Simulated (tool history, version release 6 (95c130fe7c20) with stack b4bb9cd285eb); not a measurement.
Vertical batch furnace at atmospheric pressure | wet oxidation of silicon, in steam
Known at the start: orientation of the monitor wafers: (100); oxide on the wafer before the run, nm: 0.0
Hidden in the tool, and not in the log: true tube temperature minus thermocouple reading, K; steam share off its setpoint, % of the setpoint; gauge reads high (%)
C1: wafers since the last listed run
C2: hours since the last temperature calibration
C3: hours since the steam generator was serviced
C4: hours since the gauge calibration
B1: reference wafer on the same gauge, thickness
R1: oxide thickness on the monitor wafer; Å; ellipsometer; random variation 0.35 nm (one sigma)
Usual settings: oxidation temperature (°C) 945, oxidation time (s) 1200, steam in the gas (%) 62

Run 1, hour 0: usual settings; C1 0; C2 2172.6; C3 1626.1; C4 617.5; B1 76.35. Result: R1 645.1 Å.
Run 2, hour 54.3: usual settings; C1 1439; C2 2226.9; C3 1680.4; C4 671.8; B1 76.61. Result: R1 638.3 Å.
Run 3, hour 112.4: usual settings but oxidation temperature (°C) 935; C1 1540; C2 2285; C3 1738.5; C4 729.9; B1 76.46. Result: R1 566.5 Å.
Run 4, hour 165.1: usual settings but oxidation temperature (°C) 935; C1 1396; C2 2337.7; C3 1791.2; C4 782.6; B1 76.54. Result: R1 561.1 Å.
Run 5, hour 227.2: usual settings but oxidation time (s) 1470; C1 1646; C2 2399.8; C3 1853.3; C4 844.7; B1 76.56. Result: R1 776.5 Å.
Run 6, hour 282.9: usual settings but oxidation time (s) 1470; C1 1476; C2 2455.5; C3 1909; C4 900.4; B1 76.5. Result: R1 774.7 Å.
Run 7, hour 313.4: usual settings but oxidation time (s) 1470; C1 808; C2 2486; C3 1939.5; C4 930.9; B1 76.66. Result: R1 772.2 Å.
Run 8, hour 346.7: usual settings; C1 882; C2 2519.3; C3 1972.8; C4 964.2; B1 76.36. Result: R1 636.5 Å.
Run 9, hour 414.2: usual settings; C1 1789; C2 2586.8; C3 2040.3; C4 1031.7; B1 76.48. Result: R1 635.6 Å.
Run 10, hour 461.4: usual settings; C1 1251; C2 2634; C3 2087.5; C4 1078.9; B1 76.65. Result: R1 636.8 Å.
Run 11, hour 524.5: usual settings; C1 1672; C2 2697.1; C3 2150.6; C4 1142; B1 76.54. Result: R1 635.6 Å.
Run 12, hour 595.9: usual settings; C1 1892; C2 2768.5; C3 2222; C4 1213.4; B1 76.54. Result: R1 634 Å.
Run 13, hour 630.9: usual settings but oxidation temperature (°C) 956, oxidation time (s) 1050; C1 927; C2 2803.5; C3 2257; C4 1248.4; B1 76.49. Result: R1 646.4 Å.
Run 14, hour 693.1: usual settings but oxidation temperature (°C) 928, oxidation time (s) 1590, steam in the gas (%) 54; C1 1648; C2 2865.7; C3 2319.2; C4 1310.6; B1 76.53. Result: R1 585.3 Å.
At hour 719.6: steam generator serviced.
Run 15, hour 724.4: usual settings but oxidation temperature (°C) 925, oxidation time (s) 1800, steam in the gas (%) 65; C1 193; C2 2897; C3 4.8; C4 1341.9; B1 76.61. Result: R1 798 Å.
Run 16, hour 780.4: usual settings; C1 1484; C2 2953; C3 60.8; C4 1397.9; B1 76.41. Result: R1 675.2 Å.
Run 17, hour 828: usual settings but oxidation temperature (°C) 970, oxidation time (s) 750, steam in the gas (%) 67; C1 1261; C2 3000.6; C3 108.4; C4 1445.5; B1 76.38. Result: R1 651.6 Å.
Run 18, hour 881.5: usual settings; C1 1418; C2 3054.1; C3 161.9; C4 1499; B1 76.56. Result: R1 669.8 Å.
At hour 1000.1: thermocouples replaced and temperature profile calibrated.
At hour 1033.3: gauge calibrated.
Run 19, hour 1079.4: usual settings but oxidation temperature (°C) 923, oxidation time (s) 1530, steam in the gas (%) 74; C1 4609; C2 79.3; C3 359.8; C4 46.1; B1 76.51. Result: R1 707.7 Å.
Run 20, hour 1122.2: usual settings but oxidation temperature (°C) 932, oxidation time (s) 1620, steam in the gas (%) 51; C1 1134; C2 122.1; C3 402.6; C4 88.9; B1 76.47. Result: R1 586.5 Å.

Run 21 comes next. What will it give?
Run 21, hour 1179.5: usual settings; C1 1518; C2 179.4; C3 459.9; C4 146.2; B1 ?. Result: R1 ?.

Run 21 gave B1 76.68, R1 638.9 Å.
Without the tool's hidden state the same run would have given R1 646.9 Å.
